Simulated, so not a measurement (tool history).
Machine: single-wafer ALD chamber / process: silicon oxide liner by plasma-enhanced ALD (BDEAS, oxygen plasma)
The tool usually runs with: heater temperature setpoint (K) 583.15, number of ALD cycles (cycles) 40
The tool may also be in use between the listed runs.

run	hour	heater temperature setpoint (K)	number of ALD cycles (cycles)	read-back reference wafer on the same gauge, thickness_nm	mean film thickness on the monitor wafer (Å)
1	0	583.15	40	3.751	35.34
2	65	583.15	40	3.748	35.26
3	132.4	578.15	40	3.746	35.4
4	158	578.15	40	3.748	35.41
5	193.5	578.15	40	3.745	35.54
6	227.7	583.15	43	3.743	37.99
7	296.4	583.15	43	3.742	37.84
8	362.3	583.15	44	3.744	38.82
# hour 423.1: thermocouple changed; heater temperature recalibrated
9	423.6	583.15	40	3.74	35.24
10	451.4	583.15	40	3.742	35.35
11	593.4	583.15	40	3.736	35.24
12	632.5	583.15	40	3.734	35.21
13	725.4	583.15	40	3.739	35.11
14	766.4	583.15	40	3.739	35.24
# hour 837.4: gauge calibrated
15	838.2	583.15	40	3.806	35.82
16	868.4	583.15	40	3.8	35.8
17	899.3	591.15	40	3.797	35.33
18	965.8	583.15	40	3.784	35.76
19	994.9	583.15	40	3.783	35.62
20	1023.4	583.15	40	3.777	35.35
21	1059.7	583.15	40	3.773	35.47
22	1110.9	588.15	36	3.771	31.69
23	1173.5	583.15	40	3.764	35.37
24	1221.8	583.15	46	3.758	40.67
25	1274	570.15	46	3.757	41.48
26	1328.5	583.15	34	3.75	29.99
27	1398.8	583.15	33	3.746	29

Run 28 comes next. What will it give?
28	1462.4	597.15	32	?	?

Run 28 produced read-back reference wafer on the same gauge, thickness_nm 3.744, mean film thickness on the monitor wafer (Å) 27.7.
Take away the tool's hidden state, keep the run-to-run variation as it was, and the same run would have given mean film thickness on the monitor wafer (Å) 28.19.
